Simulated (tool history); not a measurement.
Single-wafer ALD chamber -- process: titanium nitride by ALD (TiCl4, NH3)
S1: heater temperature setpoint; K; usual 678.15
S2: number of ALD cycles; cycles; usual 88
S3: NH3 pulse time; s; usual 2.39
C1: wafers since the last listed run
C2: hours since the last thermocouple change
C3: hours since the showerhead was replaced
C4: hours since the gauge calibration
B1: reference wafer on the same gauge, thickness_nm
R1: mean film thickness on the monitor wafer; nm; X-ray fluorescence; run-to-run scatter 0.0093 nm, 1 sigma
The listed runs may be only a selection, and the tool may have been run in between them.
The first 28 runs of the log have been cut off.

run	hour	S1	S2	S3	C1	C2	C3	C4	B1	R1
29	2671.6	678.15	93	1.71	740	1088.5	401.2	1545.9	1.993	2.261
30	2740.9	678.15	88	2.39	223	1157.8	470.5	1615.2	1.99	2.159
31	2844.6	678.15	71	2.39	335	1261.5	574.2	1718.9	1.988	1.754
32	2943.6	690.15	74	3.25	319	1360.5	673.2	1817.9	1.983	1.822
33	2997.6	672.15	94	2.39	174	1414.5	727.2	1871.9	1.98	2.285
34	3039.9	678.15	88	2.39	136	1456.8	769.5	1914.2	1.978	2.153
35	3132.8	670.15	88	1.79	300	1549.7	862.4	2007.1	1.974	2.114
# hour 3143.5: thermocouple changed; heater temperature recalibrated
36	3184.6	678.15	88	2.39	141	41.1	914.2	2058.9	1.974	2.146
37	3254.6	678.15	88	2.39	226	111.1	984.2	2128.9	1.971	2.136
38	3342.4	669.15	97	1.89	283	198.9	1072	2216.7	1.967	2.334
39	3429.3	678.15	79	2.39	280	285.8	1158.9	2303.6	1.965	1.905

What if the next run were any one of these 3? Each begins from the tool's condition after run 39:
A	3429.9	687.15	88	2.39	1	286.4	1159.5	2304.2	?	?
B	3429.9	670.15	78	2.39	1	286.4	1159.5	2304.2	?	?
C	3429.9	667.15	88	3.09	1	286.4	1159.5	2304.2	?	?

run	B1	R1
A	1.962	2.14
B	1.962	1.883
C	1.962	2.138
Had the tool no hidden state, the same runs would have come out as:
run	R1
A	2.192
B	1.929
C	2.19

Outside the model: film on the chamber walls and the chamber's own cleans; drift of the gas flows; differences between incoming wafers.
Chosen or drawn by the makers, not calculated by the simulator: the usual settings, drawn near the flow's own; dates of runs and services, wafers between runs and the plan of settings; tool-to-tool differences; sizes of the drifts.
